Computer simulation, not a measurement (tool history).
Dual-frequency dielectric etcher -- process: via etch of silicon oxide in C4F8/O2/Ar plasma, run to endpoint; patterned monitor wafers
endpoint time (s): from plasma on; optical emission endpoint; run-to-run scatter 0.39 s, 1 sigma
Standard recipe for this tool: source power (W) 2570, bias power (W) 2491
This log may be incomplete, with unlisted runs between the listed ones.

run	hour	source power (W)	bias power (W)	incoming incoming film thickness, nm	endpoint time (s)
1	0.0	2570	2491	731.3	126.8
2	12.5	2570	2491	736.6	128.3
3	26.9	2570	2958	740.5	120.8
4	43.7	2570	2958	737.1	121.3
5	79.1	2350	2491	737.9	133.7
6	94.3	2350	2491	737.7	133.7
7	106.9	2570	2491	727.6	127.4
8	124.2	2570	2491	735.8	128.3
9	153.1	2570	2491	727.3	126.6
10	165.2	2570	2269	736.6	133.4
11	191.7	2570	2269	733.4	132.5
12	203.8	2570	2269	742.0	133.1
13	236.5	2340	2126	736.4	141.9
# hour 246.0: source power generator calibrated
14	259.1	2110	2724	738.3	139.8
15	271.1	2180	2020	737.7	152.4
# hour 296.4: wet clean of the chamber
# hour 319.4: upper electrode replaced
16	319.9	2570	2491	736.2	129.4
17	320.3	2570	2491	734.0	128.7
18	337.8	2570	2491	737.7	130.1
# hour 403.2: bias power generator calibrated
19	444.1	2320	3009	729.4	126.3
20	477.5	2570	2491	734.4	128.8
21	494.2	3060	2715	736.6	117.5
22	511.8	2990	2984	733.5	113.9
23	542.8	2310	2181	734.7	142.7
24	563.9	1970	3014	734.5	135.9
25	587.8	2940	2959	733.7	115.1
26	614.2	2120	2267	735.2	146.0
27	636.3	2570	2491	736.6	130.1
28	656.1	2570	2491	737.2	129.7
29	673.8	2570	2491	726.0	128.3
30	700.6	2570	2491	735.7	130.3
31	728.0	2960	2092	735.6	129.5
32	755.2	2230	2331	731.6	140.1
33	787.1	2390	2235	734.7	139.2
34	806.8	2570	2491	733.9	130.2
# hour 833.9: wet clean of the chamber
35	836.8	2930	2785	732.5	116.0

Each row is a separate what-if for the run after 35, all from the same tool condition, not one after another. Results?
A	837.3	2570	1994	729.3	?
B	837.3	3000	2491	729.3	?
C	837.3	3050	2757	729.3	?
D	837.3	2210	2660	729.3	?

run	endpoint time (s)
A	137.7
B	119.6
C	114.8
D	133.4
Without the tool's unlogged condition, the same runs would have read:
run	endpoint time (s)
A	138.6
B	120.4
C	115.5
D	134.2

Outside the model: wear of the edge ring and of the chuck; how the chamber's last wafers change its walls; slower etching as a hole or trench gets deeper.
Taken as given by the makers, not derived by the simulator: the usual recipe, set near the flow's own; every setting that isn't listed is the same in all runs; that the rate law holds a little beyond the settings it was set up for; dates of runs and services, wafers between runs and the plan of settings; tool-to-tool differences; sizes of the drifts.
